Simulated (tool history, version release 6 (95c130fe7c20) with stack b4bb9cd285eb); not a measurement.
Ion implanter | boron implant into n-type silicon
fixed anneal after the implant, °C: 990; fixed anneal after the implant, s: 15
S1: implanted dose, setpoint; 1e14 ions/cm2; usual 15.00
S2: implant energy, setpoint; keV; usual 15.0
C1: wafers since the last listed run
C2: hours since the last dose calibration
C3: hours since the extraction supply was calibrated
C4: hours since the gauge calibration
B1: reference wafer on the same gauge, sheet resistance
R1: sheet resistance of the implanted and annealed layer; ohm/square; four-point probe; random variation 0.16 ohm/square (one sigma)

| run | hour | S1 | S2 | C1 | C2 | C3 | C4 | B1 | R1 |
|---|---|---|---|---|---|---|---|---|---|
| 1 | 0.0 | 15.00 | 15.0 | 0 | 2101.7 | 1433.0 | 430.7 | 117.01 | 108.46 |
| 2 | 15.1 | 15.00 | 15.0 | 169 | 2116.8 | 1448.1 | 445.8 | 116.96 | 108.56 |
| 3 | 43.5 | 15.00 | 15.0 | 317 | 2145.2 | 1476.5 | 474.2 | 116.98 | 108.43 |
| 4 | 78.0 | 15.00 | 15.0 | 386 | 2179.7 | 1511.0 | 508.7 | 116.95 | 108.96 |
| 5 | 111.5 | 15.00 | 15.0 | 374 | 2213.2 | 1544.5 | 542.2 | 116.97 | 108.83 |
| 6 | 131.8 | 17.66 | 13.5 | 227 | 2233.5 | 1564.8 | 562.5 | 116.98 | 104.69 |
| 7 | 161.2 | 17.66 | 13.5 | 329 | 2262.9 | 1594.2 | 591.9 | 117.00 | 104.73 |
| 8 | 186.1 | 17.66 | 13.5 | 278 | 2287.8 | 1619.1 | 616.8 | 117.03 | 104.97 |
| 9 | 206.3 | 15.00 | 12.5 | 226 | 2308.0 | 1639.3 | 637.0 | 116.91 | 115.19 |
| 10 | 239.4 | 15.00 | 12.5 | 370 | 2341.1 | 1672.4 | 670.1 | 117.01 | 114.99 |
| 11 | 271.3 | 15.00 | 12.5 | 357 | 2373.0 | 1704.3 | 702.0 | 117.03 | 115.24 |
| 12 | 293.9 | 18.02 | 19.0 | 252 | 2395.6 | 1726.9 | 724.6 | 117.03 | 93.32 |
| 13 | 319.0 | 15.00 | 15.0 | 280 | 2420.7 | 1752.0 | 749.7 | 117.00 | 109.14 |
| 14 | 350.4 | 13.74 | 12.0 | 351 | 2452.1 | 1783.4 | 781.1 | 117.00 | 121.57 |
| 15 | 376.7 | 15.00 | 15.0 | 294 | 2478.4 | 1809.7 | 807.4 | 117.02 | 109.29 |
| 16 | 401.2 | 15.00 | 15.0 | 274 | 2502.9 | 1834.2 | 831.9 | 117.03 | 109.37 |
| 17 | 417.7 | 16.41 | 15.0 | 184 | 2519.4 | 1850.7 | 848.4 | 117.05 | 104.57 |
|  | 425.8 | gauge calibrated |
| 18 | 450.0 | 12.38 | 17.5 | 361 | 2551.7 | 1883.0 | 24.2 | 117.01 | 118.71 |
|  | 469.2 | Faraday cup replaced and dose calibrated |
|  | 476.0 | extraction supply calibrated |
| 19 | 476.5 | 16.37 | 17.5 | 131 | 7.3 | 0.5 | 50.7 | 117.02 | 97.98 |
| 20 | 527.3 | 18.23 | 11.0 | 568 | 58.1 | 51.3 | 101.5 | 117.06 | 111.68 |
| 21 | 597.3 | 15.00 | 15.0 | 783 | 128.1 | 121.3 | 171.5 | 116.94 | 107.05 |
| 22 | 627.0 | 15.00 | 15.0 | 332 | 157.8 | 151.0 | 201.2 | 117.00 | 107.40 |
| 23 | 660.4 | 15.00 | 12.0 | 373 | 191.2 | 184.4 | 234.6 | 116.97 | 115.11 |
| 24 | 688.6 | 13.13 | 11.5 | 315 | 219.4 | 212.6 | 262.8 | 116.96 | 123.54 |
| 25 | 712.4 | 15.00 | 13.0 | 266 | 243.2 | 236.4 | 286.6 | 117.00 | 111.94 |

4 ways to go on from here, each from the tool as it stands after run 25. What would each give?
| A | 712.8 | 15.00 | 15.0 | 4 | 243.6 | 236.8 | 287.0 | ? | ? |
| B | 712.8 | 17.86 | 10.0 | 4 | 243.6 | 236.8 | 287.0 | ? | ? |
| C | 712.8 | 18.34 | 10.5 | 4 | 243.6 | 236.8 | 287.0 | ? | ? |
| D | 712.8 | 13.54 | 10.0 | 4 | 243.6 | 236.8 | 287.0 | ? | ? |

| run | B1 | R1 |
|---|---|---|
| A | 117.05 | 107.03 |
| B | 117.05 | 117.71 |
| C | 117.05 | 114.26 |
| D | 117.05 | 127.96 |
Without the tool's hidden state the same runs would have given:
| run | R1 |
|---|---|
| A | 107.15 |
| B | 117.78 |
| C | 114.32 |
| D | 128.07 |
